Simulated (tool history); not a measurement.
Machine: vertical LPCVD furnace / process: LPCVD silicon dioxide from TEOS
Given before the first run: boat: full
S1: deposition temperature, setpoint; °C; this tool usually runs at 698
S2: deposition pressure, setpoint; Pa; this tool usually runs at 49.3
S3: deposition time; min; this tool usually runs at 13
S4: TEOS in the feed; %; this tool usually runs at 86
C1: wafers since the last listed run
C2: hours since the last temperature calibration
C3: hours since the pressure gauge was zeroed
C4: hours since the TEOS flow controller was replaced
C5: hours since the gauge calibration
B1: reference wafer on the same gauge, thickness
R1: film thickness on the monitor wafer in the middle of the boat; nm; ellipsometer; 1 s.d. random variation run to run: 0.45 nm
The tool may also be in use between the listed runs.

run   hour   S1    S2    S3  S4    C1      C2      C3      C4     C5      B1      R1
  1      0  698  49.3    13  86     0  1442.6  1981.1    3293  529.4  118.12  108.09
  2   28.7  706  49.3    16  86   343  1471.3  2009.8  3321.7  558.1  117.84   158.4
  3   48.5  698  49.3    13  86   236  1491.1  2029.6  3341.5  577.9  118.07  107.58
  4  143.7  698  49.3    13  86  1139  1586.3  2124.8  3436.7  673.1  118.06  107.61
  5  158.2  698  49.3    13  86   173  1600.8  2139.3  3451.2  687.6  117.89  107.63
  6  173.9  698  49.3    13  78   187  1616.5    2155  3466.9  703.3  117.91  102.54
  7    191  698  49.3    13  78   204  1633.6  2172.1    3484  720.4  118.17  102.66
     228.2  -- pressure gauge zeroed
  8  228.7  698  49.3    13  78   163  1671.3     0.5  3521.7  758.1  117.91  102.43
  9  241.5  698  49.3    13  81   153  1684.1    13.3  3534.5  770.9  117.98  103.48
     260.5  -- gauge calibrated
     274.2  -- TEOS flow controller replaced
 10  274.7  698  49.3    13  81   110  1717.3    46.5     0.5   14.2  117.99  104.39
 11  279.5  698  49.3    13  81    57  1722.1    51.3     5.3     19  118.05  105.15
 12  304.3  698  49.3    13  86   296  1746.9    76.1    30.1   43.8  118.01  107.49
 13  383.7  690  55.3  14.5  86   950  1826.3   155.5   109.5  123.2  117.86  105.61
 14  411.3  698  49.3    13  81   330  1853.9   183.1   137.1  150.8  117.98  105.47
 15  442.5  698    44  14.5  97   373  1885.1   214.3   168.3    182  117.95   120.9
 16  478.5  698  49.3    13  86   430  1921.1   250.3   204.3    218  118.04  107.51
 17  500.2  698  49.3    13  86   259  1942.8     272     226  239.7  117.95  106.83
 18  518.5  698  49.3    13  86   218  1961.1   290.3   244.3    258  117.95  107.99
     546.4  -- thermocouples replaced and temperature profile calibrated
 19  546.9  698  39.3    13  69    52     0.5   318.7   272.7  286.4  117.99   86.11
 20  553.7  698  60.7  10.5  86    81     7.3   325.5   279.5  293.2  117.87   96.15
 21  569.7  704  52.7   8.5  86   191    23.3   341.5   295.5  309.2   117.9   83.47
 22  657.2  698  37.3  15.5  97  1046   110.8     429     383  396.7  118.06  118.64
 23  691.9  698  61.3    13  86   415   145.5   463.7   417.7  431.4   117.9  119.73
 24  712.1  698  49.3    13  86   241   165.7   483.9   437.9  451.6  118.08  106.69

For each entry between runs, how does the tool's hidden state at the last listed run before it compare with that at the first listed run after it?
Runs 7 to 8: pressure gauge zeroed (hour 228.2)
  the hidden state is the same at both runs
Runs 9 to 10: gauge calibrated (hour 260.5); TEOS flow controller replaced (hour 274.2)
  the hidden state is the same at both runs
Runs 18 to 19: thermocouples replaced and temperature profile calibrated (hour 546.4)
  the hidden state is the same at both runs
